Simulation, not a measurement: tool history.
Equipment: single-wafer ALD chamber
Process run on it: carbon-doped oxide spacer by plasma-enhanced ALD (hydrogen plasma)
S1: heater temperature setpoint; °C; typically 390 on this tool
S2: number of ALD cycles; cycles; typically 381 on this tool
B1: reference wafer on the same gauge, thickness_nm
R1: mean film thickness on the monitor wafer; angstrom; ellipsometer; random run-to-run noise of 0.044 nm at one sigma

{"run": 1, "hour": 0.0, "S1": 390, "S2": 381, "B1": 16.996, "R1": 175.8}
{"run": 2, "hour": 99.8, "S1": 390, "S2": 439, "B1": 16.998, "R1": 202.26}
{"run": 3, "hour": 180.7, "S1": 390, "S2": 381, "B1": 17.001, "R1": 175.34}
{"run": 4, "hour": 240.8, "S1": 390, "S2": 381, "B1": 17.009, "R1": 175.05}
{"run": 5, "hour": 290.2, "S1": 390, "S2": 381, "B1": 17.002, "R1": 174.76}
{"run": 6, "hour": 333.2, "S1": 390, "S2": 381, "B1": 17.009, "R1": 175.2}
{"run": 7, "hour": 376.6, "S1": 390, "S2": 381, "B1": 17.0, "R1": 175.08}
{"run": 8, "hour": 419.1, "S1": 390, "S2": 381, "B1": 16.995, "R1": 175.31}
{"hour": 481.3, "done": "thermocouple changed; heater temperature recalibrated"}
{"run": 9, "hour": 481.8, "S1": 390, "S2": 381, "B1": 16.998, "R1": 174.88}
{"run": 10, "hour": 519.4, "S1": 390, "S2": 381, "B1": 16.998, "R1": 175.01}
{"hour": 593.9, "done": "gauge calibrated"}
{"run": 11, "hour": 608.3, "S1": 390, "S2": 381, "B1": 17.003, "R1": 176.3}
{"run": 12, "hour": 693.5, "S1": 394, "S2": 406, "B1": 17.001, "R1": 187.24}
{"run": 13, "hour": 762.5, "S1": 399, "S2": 381, "B1": 16.992, "R1": 175.28}
{"run": 14, "hour": 856.1, "S1": 395, "S2": 406, "B1": 17.002, "R1": 187.59}
{"run": 15, "hour": 902.5, "S1": 396, "S2": 443, "B1": 16.999, "R1": 204.44}
{"run": 16, "hour": 987.3, "S1": 376, "S2": 306, "B1": 17.006, "R1": 140.93}
{"run": 17, "hour": 1030.1, "S1": 377, "S2": 327, "B1": 16.998, "R1": 150.78}
{"run": 18, "hour": 1108.5, "S1": 396, "S2": 408, "B1": 16.999, "R1": 187.98}
{"run": 19, "hour": 1207.6, "S1": 380, "S2": 381, "B1": 17.008, "R1": 176.17}
{"run": 20, "hour": 1294.1, "S1": 390, "S2": 381, "B1": 16.999, "R1": 175.4}
{"run": 21, "hour": 1379.8, "S1": 400, "S2": 316, "B1": 16.998, "R1": 145.17}

3 ways to go on from here, each from the tool as it stands after run 21. What would each give?
{"run": "A", "hour": 1380.8, "S1": 390, "S2": 381, "B1": "?", "R1": "?"}
{"run": "B", "hour": 1380.8, "S1": 398, "S2": 381, "B1": "?", "R1": "?"}
{"run": "C", "hour": 1380.8, "S1": 396, "S2": 330, "B1": "?", "R1": "?"}

run=A B1=17.005 R1=175.66
run=B B1=17.005 R1=175.66
run=C B1=17.005 R1=152.15
Take away the tool's hidden state, keep each run's random variation, and the runs would have read:
run=A R1=175.66
run=B R1=175.66
run=C R1=152.15
